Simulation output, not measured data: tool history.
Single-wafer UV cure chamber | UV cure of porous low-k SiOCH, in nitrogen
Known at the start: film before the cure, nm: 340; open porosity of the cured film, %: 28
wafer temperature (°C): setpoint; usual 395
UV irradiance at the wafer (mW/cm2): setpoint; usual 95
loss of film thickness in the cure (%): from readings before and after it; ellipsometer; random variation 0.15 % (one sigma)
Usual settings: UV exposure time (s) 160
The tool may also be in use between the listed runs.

run,day,wafer temperature (°C),UV exposure time (s),UV irradiance at the wafer (mW/cm2),wafers since the last listed run,hours since the UV bulbs were replaced,wafers since the quartz window was cleaned,loss of film thickness in the cure (%)
1,0,395,160,95,0,505.7,741,13.286
2,1.179,395,160,95,260,534,1001,13.264
3,1.954,395,160,95,171,552.6,1172,13.134
# day 3.646: quartz window cleaned
4,3.825,395,160,95,339,597.5,39,12.971
5,4.45,395,160,95,137,612.5,177,13.238
6,5.292,389,160,95,185,632.7,363,12.858
7,6.229,389,160,95,206,655.2,570,13.011
8,6.746,395,160,95,114,667.6,684,13.175
9,7.938,395,160,95,263,696.2,947,12.937
10,8.829,395,160,95,196,717.6,1144,12.958
# day 10.012: quartz window cleaned
11,13.25,401,160,95,902,823.7,714,13.193
12,13.975,401,160,95,160,841.1,874,13.362
13,14.988,395,160,95,223,865.4,1097,13.096
14,15.554,395,160,95,125,879,1222,12.979
# day 15.9: UV bulbs replaced
15,16.179,395,160,95,64,6.7,1287,13.073
# day 17.192: quartz window cleaned
16,19.967,395,160,95,762,97.6,612,13.027
17,21.396,404,200,57,315,131.9,928,11.859
# day 23.096: quartz window cleaned
18,23.117,405,235,133,306,173.2,4,17.421
19,24.292,395,160,95,259,201.4,264,13.04
20,25.071,385,65,125,171,220.1,436,9.618
21,25.638,395,160,95,125,233.7,561,12.845
22,26.654,395,80,76,224,258.1,785,8.078
23,27.325,395,160,95,148,274.2,933,12.911
# day 28.783: quartz window cleaned
24,28.804,395,205,55,252,309.7,4,11.33
25,30.079,395,115,66,281,340.3,286,9.228
26,31.371,395,105,72,285,371.3,571,9.334
27,32.433,401,115,78,234,396.8,806,10.305

Hidden state at the last listed run before each entry between runs and at the first one after, where it differs:
Between runs 3 and 4: quartz window cleaned (day 3.646)
  no hidden state differs between the two runs
Between runs 10 and 11: quartz window cleaned (day 10.012)
  no hidden state differs between the two runs
Between runs 14 and 15: UV bulbs replaced (day 15.9)
  no hidden state differs between the two runs
Between runs 15 and 16: quartz window cleaned (day 17.192)
  no hidden state differs between the two runs
Between runs 17 and 18: quartz window cleaned (day 23.096)
  no hidden state differs between the two runs
Between runs 23 and 24: quartz window cleaned (day 28.783)
  no hidden state differs between the two runs
